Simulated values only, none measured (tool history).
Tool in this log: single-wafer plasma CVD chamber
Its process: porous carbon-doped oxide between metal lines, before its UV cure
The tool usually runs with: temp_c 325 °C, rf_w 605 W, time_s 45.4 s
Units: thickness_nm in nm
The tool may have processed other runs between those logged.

run,hour,temp_c,rf_w,time_s,wafers since the last listed run,hours since the last thermocouple change,hours since the last RF generator calibration,hours since the showerhead was replaced,hours since the gauge calibration,"read-back reference wafer on the same gauge, thickness_nm",thickness_nm
1,0,325,605,45.4,0,1915.1,630.4,3049.9,942.1,210.86,245.832
2,23.8,325,605,42.4,630,1938.9,654.2,3073.7,965.9,211.316,232.38
3,54.8,325,605,42.4,821,1969.9,685.2,3104.7,996.9,211.879,230.636
4,82.2,325,605,45.4,726,1997.3,712.6,3132.1,1024.3,210.674,245.976
# hour 97.8: showerhead replaced
5,99,325,605,45.4,233,2014.1,729.4,1.2,1041.1,211.35,246.906
# hour 127: gauge calibrated
6,130.4,325,605,45.4,832,2045.5,760.8,32.6,3.4,210.644,245.218
7,160.2,325,605,45.4,789,2075.3,790.6,62.4,33.2,211.222,244.988
8,173.7,325,605,45.4,357,2088.8,804.1,75.9,46.7,210.724,242.484
9,198.2,325,605,45.4,649,2113.3,828.6,100.4,71.2,211.075,242.334
10,229.9,325,605,45.4,840,2145,860.3,132.1,102.9,211.324,243.723
11,259,325,605,45.4,771,2174.1,889.4,161.2,132,211.01,244.325
12,287.5,325,605,45.4,755,2202.6,917.9,189.7,160.5,211.879,243.252
# hour 311.3: RF generator calibrated
13,323,317,605,38.8,728,2238.1,11.7,225.2,196,210.896,223.829
14,341.7,321,495,36.5,495,2256.8,30.4,243.9,214.7,210.865,170.709
15,361.3,325,605,45.4,519,2276.4,50,263.5,234.3,210.536,249.568
16,380.2,325,605,38.4,500,2295.3,68.9,282.4,253.2,210.553,214.333
17,407.6,312,635,52.9,726,2322.7,96.3,309.8,280.6,211.125,323.382
18,423.4,325,605,45.4,418,2338.5,112.1,325.6,296.4,211.414,251.675
19,449.4,325,605,45.4,689,2364.5,138.1,351.6,322.4,211.176,251.623
20,482.9,325,510,52.4,887,2398,171.6,385.1,355.9,211.072,243.372
# hour 498.2: thermocouple changed; heater temperature recalibrated
21,512.6,325,605,45.4,575,14.4,201.3,414.8,385.6,210.663,249.696
22,545.5,325,605,42.4,871,47.3,234.2,447.7,418.5,210.996,237.146
23,571.7,335,605,50.5,694,73.5,260.4,473.9,444.7,210.585,264.785
24,589.8,325,605,45.4,479,91.6,278.5,492,462.8,211.601,248.363
25,602.1,321,565,40.2,325,103.9,290.8,504.3,475.1,211.332,212.41
26,627.9,325,605,43,683,129.7,316.6,530.1,500.9,211.879,237.605
27,659.4,325,535,45.4,834,161.2,348.1,561.6,532.4,210.797,221.376
28,679.7,325,605,50.5,538,181.5,368.4,581.9,552.7,210.875,280.819
29,693.9,310,605,45.4,376,195.7,382.6,596.1,566.9,211.211,267.405
30,773.5,332,505,42.5,2109,275.3,462.2,675.7,646.5,211.062,189.203
31,786.6,335,645,53.9,347,288.4,475.3,688.8,659.6,210.792,299.619
32,819.7,333,640,54,877,321.5,508.4,721.9,692.7,211.453,301.768
33,853,311,605,45.4,882,354.8,541.7,755.2,726,211.347,265.725
34,876.4,338,605,45.4,620,378.2,565.1,778.6,749.4,210.935,237.747
35,909.2,338,605,45.4,869,411,597.9,811.4,782.2,211.159,233.56

Below, each run's measurement less what the same run would have read without the hidden state. Both values contain the same run-to-run variation, but the gauge's scatter may not be the same in both:
Unlogged tool condition in this case: wafer temperature above the value expected at the setpoint (K); delivered RF power above the setpoint (%); gauge reads high (%).
run,thickness_nm
1,-4.509
2,-4.565
3,-4.941
4,-5.675
5,-5.955
6,-6.411
7,-6.898
8,-7.056
9,-7.477
10,-8.095
11,-8.666
12,-9.187
13,-0.196
14,-0.185
15,-0.243
16,-0.229
17,-0.405
18,-0.349
19,-0.415
20,-0.524
21,-0.631
22,-0.739
23,-0.966
24,-1.005
25,-0.941
26,-1.183
27,-1.321
28,-1.81
29,-1.842
30,-1.901
31,-3.006
32,-3.467
33,-3.461
34,-3.355
35,-3.673
